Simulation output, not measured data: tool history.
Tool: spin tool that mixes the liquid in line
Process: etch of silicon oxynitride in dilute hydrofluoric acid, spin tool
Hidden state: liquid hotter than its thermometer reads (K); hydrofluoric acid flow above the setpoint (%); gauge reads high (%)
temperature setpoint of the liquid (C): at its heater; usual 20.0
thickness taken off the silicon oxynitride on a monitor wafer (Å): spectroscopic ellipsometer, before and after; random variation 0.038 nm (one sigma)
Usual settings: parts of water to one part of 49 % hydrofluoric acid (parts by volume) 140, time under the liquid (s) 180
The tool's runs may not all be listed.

| run | hour | temperature setpoint of the liquid (C) | parts of water to one part of 49 % hydrofluoric acid (parts by volume) | time under the liquid (s) | wafers since the last listed run | hours since the thermometer was replaced | hours since the hydrofluoric acid flow meter was replaced | hours since the gauge calibration | read-back film thickness of the silicon oxynitride reference wafer, read on the same gauge (nm) | thickness taken off the silicon oxynitride on a monitor wafer (Å) |
|---|---|---|---|---|---|---|---|---|---|---|
| 1 | 0.0 | 23.0 | 140 | 180 | 0 | 781.9 | 461.0 | 742.1 | 79.998 | 31.13 |
| 2 | 28.0 | 23.0 | 140 | 180 | 209 | 809.9 | 489.0 | 770.1 | 80.012 | 31.83 |
| 3 | 86.8 | 23.0 | 140 | 180 | 440 | 868.7 | 547.8 | 828.9 | 80.011 | 32.72 |
| 4 | 146.1 | 20.0 | 140 | 180 | 444 | 928.0 | 607.1 | 888.2 | 80.006 | 27.86 |
| 5 | 216.3 | 20.0 | 140 | 180 | 525 | 998.2 | 677.3 | 958.4 | 79.976 | 28.56 |
| 6 | 269.8 | 20.0 | 140 | 180 | 400 | 1051.7 | 730.8 | 1011.9 | 80.001 | 28.56 |
| 7 | 303.5 | 20.0 | 90 | 180 | 252 | 1085.4 | 764.5 | 1045.6 | 80.014 | 45.85 |
|  | 316.1 | gauge calibrated |
| 8 | 344.9 | 20.0 | 140 | 180 | 310 | 1126.8 | 805.9 | 28.8 | 80.002 | 28.77 |
| 9 | 377.5 | 20.0 | 140 | 180 | 244 | 1159.4 | 838.5 | 61.4 | 80.006 | 29.00 |
|  | 385.0 | hydrofluoric acid flow meter replaced |
| 10 | 426.8 | 20.0 | 140 | 180 | 361 | 1208.7 | 41.8 | 110.7 | 80.004 | 25.62 |
| 11 | 454.5 | 20.0 | 105 | 150 | 207 | 1236.4 | 69.5 | 138.4 | 79.995 | 29.67 |
| 12 | 488.8 | 23.5 | 80 | 285 | 256 | 1270.7 | 103.8 | 172.7 | 79.992 | 88.35 |
|  | 509.4 | thermometer replaced |
| 13 | 547.4 | 18.5 | 120 | 240 | 431 | 38.0 | 162.4 | 231.3 | 80.026 | 37.60 |
| 14 | 582.6 | 20.0 | 140 | 180 | 263 | 73.2 | 197.6 | 266.5 | 80.001 | 26.19 |
| 15 | 633.2 | 20.0 | 200 | 105 | 378 | 123.8 | 248.2 | 317.1 | 80.005 | 10.58 |
| 16 | 688.8 | 20.0 | 140 | 180 | 416 | 179.4 | 303.8 | 372.7 | 80.022 | 26.94 |
| 17 | 743.5 | 24.5 | 110 | 100 | 409 | 234.1 | 358.5 | 427.4 | 79.979 | 24.21 |
| 18 | 780.3 | 20.0 | 140 | 180 | 275 | 270.9 | 395.3 | 464.2 | 79.984 | 26.39 |
| 19 | 839.0 | 23.0 | 140 | 180 | 439 | 329.6 | 454.0 | 522.9 | 79.999 | 31.33 |
| 20 | 868.3 | 22.0 | 140 | 180 | 219 | 358.9 | 483.3 | 552.2 | 79.999 | 29.10 |
| 21 | 910.4 | 17.0 | 85 | 180 | 315 | 401.0 | 525.4 | 594.3 | 79.993 | 40.32 |

3 ways to go on from here, each from the tool as it stands after run 21. What would each give?
| A | 910.9 | 20.0 | 140 | 180 | 3 | 401.5 | 525.9 | 594.8 | ? | ? |
| B | 910.9 | 17.5 | 185 | 210 | 3 | 401.5 | 525.9 | 594.8 | ? | ? |
| C | 910.9 | 23.5 | 95 | 145 | 3 | 401.5 | 525.9 | 594.8 | ? | ? |

| run | read-back film thickness of the silicon oxynitride reference wafer, read on the same gauge (nm) | thickness taken off the silicon oxynitride on a monitor wafer (Å) |
|---|---|---|
| A | 79.968 | 27.32 |
| B | 79.968 | 20.81 |
| C | 79.968 | 39.61 |
Without the tool's hidden state the same runs would have given:
| run | thickness taken off the silicon oxynitride on a monitor wafer (Å) |
|---|---|
| A | 25.24 |
| B | 19.20 |
| C | 36.64 |

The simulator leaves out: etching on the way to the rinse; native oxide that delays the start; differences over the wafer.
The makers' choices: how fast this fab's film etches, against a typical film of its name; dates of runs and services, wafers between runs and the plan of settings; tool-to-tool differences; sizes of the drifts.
